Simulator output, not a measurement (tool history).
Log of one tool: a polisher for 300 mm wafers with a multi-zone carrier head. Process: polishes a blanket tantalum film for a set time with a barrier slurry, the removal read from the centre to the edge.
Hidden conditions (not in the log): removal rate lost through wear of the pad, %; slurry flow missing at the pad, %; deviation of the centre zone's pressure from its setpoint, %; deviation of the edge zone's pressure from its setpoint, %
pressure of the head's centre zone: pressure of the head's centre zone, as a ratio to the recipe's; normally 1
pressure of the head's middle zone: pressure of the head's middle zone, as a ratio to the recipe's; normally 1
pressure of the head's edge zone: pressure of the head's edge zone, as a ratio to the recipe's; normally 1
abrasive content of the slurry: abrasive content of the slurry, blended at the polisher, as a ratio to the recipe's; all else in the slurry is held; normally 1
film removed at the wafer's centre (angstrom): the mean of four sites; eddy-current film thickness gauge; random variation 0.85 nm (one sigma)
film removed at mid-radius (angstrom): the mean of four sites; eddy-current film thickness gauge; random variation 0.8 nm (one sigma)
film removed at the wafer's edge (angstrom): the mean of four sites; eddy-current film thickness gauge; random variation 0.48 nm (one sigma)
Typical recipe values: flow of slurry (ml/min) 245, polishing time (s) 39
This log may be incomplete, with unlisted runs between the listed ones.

run   hour  flow of slurry (ml/min)  pressure of the head's centre zone  pressure of the head's middle zone  pressure of the head's edge zone  abrasive content of the slurry  polishing time (s)  wafers since the last listed run  wafers polished on this pad  hours since the slurry nozzle was cleaned  hours since the centre zone pressure was calibrated  hours since the edge zone pressure was calibrated  hours since the carrier head's membrane was replaced  incoming thickness of the incoming film, nm  film removed at the wafer's centre (angstrom)  film removed at mid-radius (angstrom)  film removed at the wafer's edge (angstrom)
  1      0                      310                                   1                                   1                                 1                               1                  39                                 0                         1251                                      567.3                                                516.5                                              181.3                                                 773.3                                        383.4                                            724                                    720                                          721
  2   33.5                      245                                1.04                                0.96                                 1                               1                  39                               591                         1842                                      600.8                                                  550                                              214.8                                                 806.8                                        373.5                                            724                                    662                                          701
      49.8  -- worn pad replaced by a new one
  3   57.2                      245                                1.04                                0.96                                 1                               1                  39                               347                          130                                      624.5                                                573.7                                              238.5                                                 830.5                                        384.4                                            711                                    677                                          695
      79.3  -- carrier head's membrane replaced by a new one
  4   79.8                      245                                1.04                                0.96                                 1                               1                  39                               310                          441                                      647.1                                                596.3                                              261.1                                                   0.5                                        376.3                                            722                                    658                                          688
      89.2  -- slurry nozzle cleaned
  5   95.3                      245                                   1                                   1                              1.03                               1                  39                               255                          697                                        6.1                                                611.8                                              276.6                                                    16                                        386.8                                            734                                    718                                          735
  6  109.3                      245                                   1                                   1                                 1                               1                  39                               247                          944                                       20.1                                                625.8                                              290.6                                                    30                                        380.3                                            734                                    736                                          718
     163.6  -- worn pad replaced by a new one
  7  182.4                      245                                   1                                   1                                 1                               1                  39                              1219                          331                                       93.2                                                698.9                                              363.7                                                 103.1                                        388.2                                            730                                    728                                          731
  8  194.9                      245                                   1                                   1                                 1                               1                  39                               220                          552                                      105.7                                                711.4                                              376.2                                                 115.6                                        376.1                                            752                                    703                                          730
  9    214                      245                                   1                                0.92                                 1                            0.75                  45                               337                          889                                      124.8                                                730.5                                              395.3                                                 134.7                                        385.4                                            774                                    703                                          757
 10  228.2                      220                                   1                                1.11                                 1                               1                  39                               250                         1140                                        139                                                744.7                                              409.5                                                 148.9                                        376.2                                            729                                    766                                          712
 11  248.1                      245                                 0.9                                   1                                 1                               1                  39                               351                         1491                                      158.9                                                764.6                                              429.4                                                 168.8                                        376.8                                            664                                    716                                          731
 12  275.9                      300                                1.04                                1.04                                 1                               1                  39                               490                         1982                                      186.7                                                792.4                                              457.2                                                 196.6                                        388.2                                            764                                    749                                          724
     287.4  -- worn pad replaced by a new one
 13  297.2                      245                                0.91                                   1                                 1                               1                  45                               305                          172                                        208                                                813.7                                              478.5                                                 217.9                                        380.7                                            775                                    824                                          837
 14  314.1                      245                                   1                                   1                                 1                            1.15                  39                               298                          470                                      224.9                                                830.6                                              495.4                                                 234.8                                        376.6                                            758                                    767                                          759
     330.4  -- edge zone pressure recalibrated
 15  337.2                      245                                   1                                   1                              1.07                               1                  39                               372                          843                                        248                                                853.7                                                6.8                                                 257.9                                        377.4                                            738                                    711                                          738
 16  354.3                      245                                 0.9                                   1                                 1                               1                  39                               301                         1145                                      265.1                                                870.8                                               23.9                                                   275                                        379.9                                            665                                    720                                          720
 17  372.1                      245                                   1                                   1                              1.04                               1                  30                               314                         1459                                      282.9                                                888.6                                               41.7                                                 292.8                                        376.7                                            570                                    552                                          562
     374.5  -- centre zone pressure recalibrated
 18    402                      245                                   1                                   1                                 1                               1                  39                               492                         1951                                      312.8                                                 27.5                                               71.6                                                 322.7                                        376.2                                            729                                    726                                          724
     430.4  -- worn pad replaced by a new one
 19  496.6                      245                                1.12                                1.08                              1.09                               1                  39                              1599                         1168                                      407.4                                                122.1                                              166.2                                                 417.3                                        380.5                                            806                                    755                                          744
 20  511.5                      215                                1.07                                0.93                              0.91                               1                  39                               263                         1431                                      422.3                                                  137                                              181.1                                                 432.2                                        378.3                                            768                                    657                                          682
 21  537.6                      245                                0.96                                   1                                 1                            0.85                  39                               460                         1891                                      448.4                                                163.1                                              207.2                                                 458.3                                        378.4                                            672                                    688                                          677

How would selected steps in film removed at the wafer's centre (angstrom) from run to run divide? Give the signed amount a tool lacking its hidden state would still show from settings, what came in and random variation, and the signed amount left for the hidden state, including any gauge scatter that is not in both of the compared results.
Run 1 -> 2: flow of slurry (ml/min) 310 -> 245, pressure of the head's centre zone 1 -> 1.04, pressure of the head's middle zone 1 -> 0.96. film removed at the wafer's centre (angstrom) +0: hidden state -11, all else +11.
Run 4 -> 5: pressure of the head's centre zone 1.04 -> 1, pressure of the head's middle zone 0.96 -> 1, pressure of the head's edge zone 1 -> 1.03, slurry nozzle cleaned. film removed at the wafer's centre (angstrom) +12: hidden state +50, all else -38.
Run 11 -> 12: flow of slurry (ml/min) 245 -> 300, pressure of the head's centre zone 0.9 -> 1.04, pressure of the head's middle zone 1 -> 1.04. film removed at the wafer's centre (angstrom) +100: hidden state -1, all else +101.
Run 17 -> 18: pressure of the head's edge zone 1.04 -> 1, polishing time (s) 30 -> 39, centre zone pressure recalibrated. film removed at the wafer's centre (angstrom) +159: hidden state -2, all else +161.
